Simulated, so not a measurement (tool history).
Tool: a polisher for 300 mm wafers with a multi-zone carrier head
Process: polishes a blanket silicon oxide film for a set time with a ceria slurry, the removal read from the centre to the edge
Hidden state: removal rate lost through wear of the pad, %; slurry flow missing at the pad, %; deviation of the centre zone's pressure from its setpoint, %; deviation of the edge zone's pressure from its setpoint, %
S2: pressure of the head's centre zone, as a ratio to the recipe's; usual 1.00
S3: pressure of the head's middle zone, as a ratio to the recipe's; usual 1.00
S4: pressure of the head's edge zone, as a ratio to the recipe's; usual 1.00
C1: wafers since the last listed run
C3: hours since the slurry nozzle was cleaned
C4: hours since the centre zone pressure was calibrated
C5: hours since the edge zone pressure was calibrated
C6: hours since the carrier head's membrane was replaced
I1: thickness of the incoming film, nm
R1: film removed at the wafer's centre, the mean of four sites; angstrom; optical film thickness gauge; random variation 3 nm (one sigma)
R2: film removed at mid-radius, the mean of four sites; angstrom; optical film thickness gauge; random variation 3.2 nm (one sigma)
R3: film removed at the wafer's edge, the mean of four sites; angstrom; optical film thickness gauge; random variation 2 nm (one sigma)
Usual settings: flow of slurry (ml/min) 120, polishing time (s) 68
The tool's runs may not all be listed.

{"run": 1, "day": 0.0, "flow of slurry (ml/min)": 120, "S2": 1.0, "S3": 1.0, "S4": 1.0, "polishing time (s)": 68, "C1": 0, "wafers polished on this pad": 337, "C3": 452.0, "C4": 384.3, "C5": 320.2, "C6": 470.4, "I1": 988.2, "R1": 2586, "R2": 2608, "R3": 2627}
{"run": 2, "day": 0.404, "flow of slurry (ml/min)": 120, "S2": 1.0, "S3": 1.0, "S4": 1.0, "polishing time (s)": 55, "C1": 54, "wafers polished on this pad": 391, "C3": 461.7, "C4": 394.0, "C5": 329.9, "C6": 480.1, "I1": 989.8, "R1": 2085, "R2": 2061, "R3": 2155}
{"run": 3, "day": 1.05, "flow of slurry (ml/min)": 120, "S2": 1.0, "S3": 1.0, "S4": 1.0, "polishing time (s)": 55, "C1": 86, "wafers polished on this pad": 478, "C3": 477.2, "C4": 409.5, "C5": 345.4, "C6": 495.6, "I1": 985.0, "R1": 2063, "R2": 2034, "R3": 2084}
{"run": 4, "day": 1.617, "flow of slurry (ml/min)": 120, "S2": 1.0, "S3": 0.94, "S4": 1.0, "polishing time (s)": 68, "C1": 76, "wafers polished on this pad": 554, "C3": 490.8, "C4": 423.1, "C5": 359.0, "C6": 509.2, "I1": 986.9, "R1": 2562, "R2": 2343, "R3": 2597}
{"run": 5, "day": 2.067, "flow of slurry (ml/min)": 120, "S2": 1.0, "S3": 0.94, "S4": 1.0, "polishing time (s)": 68, "C1": 60, "wafers polished on this pad": 615, "C3": 501.6, "C4": 433.9, "C5": 369.8, "C6": 520.0, "I1": 994.5, "R1": 2540, "R2": 2399, "R3": 2594}
{"run": 6, "day": 2.529, "flow of slurry (ml/min)": 120, "S2": 1.0, "S3": 1.06, "S4": 1.0, "polishing time (s)": 68, "C1": 62, "wafers polished on this pad": 677, "C3": 512.7, "C4": 445.0, "C5": 380.9, "C6": 531.1, "I1": 1000.7, "R1": 2575, "R2": 2617, "R3": 2584}
{"run": 7, "day": 3.092, "flow of slurry (ml/min)": 120, "S2": 1.0, "S3": 1.0, "S4": 0.92, "polishing time (s)": 68, "C1": 75, "wafers polished on this pad": 753, "C3": 526.2, "C4": 458.5, "C5": 394.4, "C6": 544.6, "I1": 992.7, "R1": 2529, "R2": 2505, "R3": 2494}
{"run": 8, "day": 3.788, "flow of slurry (ml/min)": 120, "S2": 1.0, "S3": 1.0, "S4": 0.92, "polishing time (s)": 68, "C1": 93, "wafers polished on this pad": 846, "C3": 542.9, "C4": 475.2, "C5": 411.1, "C6": 561.3, "I1": 988.7, "R1": 2433, "R2": 2521, "R3": 2477}
{"day": 4.492, "done": "carrier head's membrane replaced by a new one"}
{"run": 9, "day": 4.512, "flow of slurry (ml/min)": 120, "S2": 1.0, "S3": 1.0, "S4": 1.0, "polishing time (s)": 77, "C1": 69, "wafers polished on this pad": 916, "C3": 560.3, "C4": 492.6, "C5": 428.5, "C6": 0.5, "I1": 994.0, "R1": 2772, "R2": 2760, "R3": 2906}
{"day": 4.829, "done": "centre zone pressure recalibrated"}
{"run": 10, "day": 5.112, "flow of slurry (ml/min)": 120, "S2": 1.04, "S3": 1.0, "S4": 1.0, "polishing time (s)": 68, "C1": 69, "wafers polished on this pad": 985, "C3": 574.7, "C4": 6.8, "C5": 442.9, "C6": 14.9, "I1": 983.5, "R1": 2524, "R2": 2449, "R3": 2513}
{"run": 11, "day": 5.525, "flow of slurry (ml/min)": 120, "S2": 1.0, "S3": 1.0, "S4": 1.0, "polishing time (s)": 68, "C1": 55, "wafers polished on this pad": 1041, "C3": 584.6, "C4": 16.7, "C5": 452.8, "C6": 24.8, "I1": 1003.6, "R1": 2408, "R2": 2389, "R3": 2559}

Run 12 comes next. What will it give?
{"run": 12, "day": 5.829, "flow of slurry (ml/min)": 120, "S2": 1.0, "S3": 0.96, "S4": 1.0, "polishing time (s)": 68, "C1": 40, "wafers polished on this pad": 1082, "C3": 591.9, "C4": 24.0, "C5": 460.1, "C6": 32.1, "I1": 990.2, "R1": "?", "R2": "?", "R3": "?"}

R1: 2365 angstrom
R2: 2302 angstrom
R3: 2512 angstrom
Without the tool's hidden state the same run would have given R1 2931 angstrom, R2 2766 angstrom, R3 2834 angstrom.

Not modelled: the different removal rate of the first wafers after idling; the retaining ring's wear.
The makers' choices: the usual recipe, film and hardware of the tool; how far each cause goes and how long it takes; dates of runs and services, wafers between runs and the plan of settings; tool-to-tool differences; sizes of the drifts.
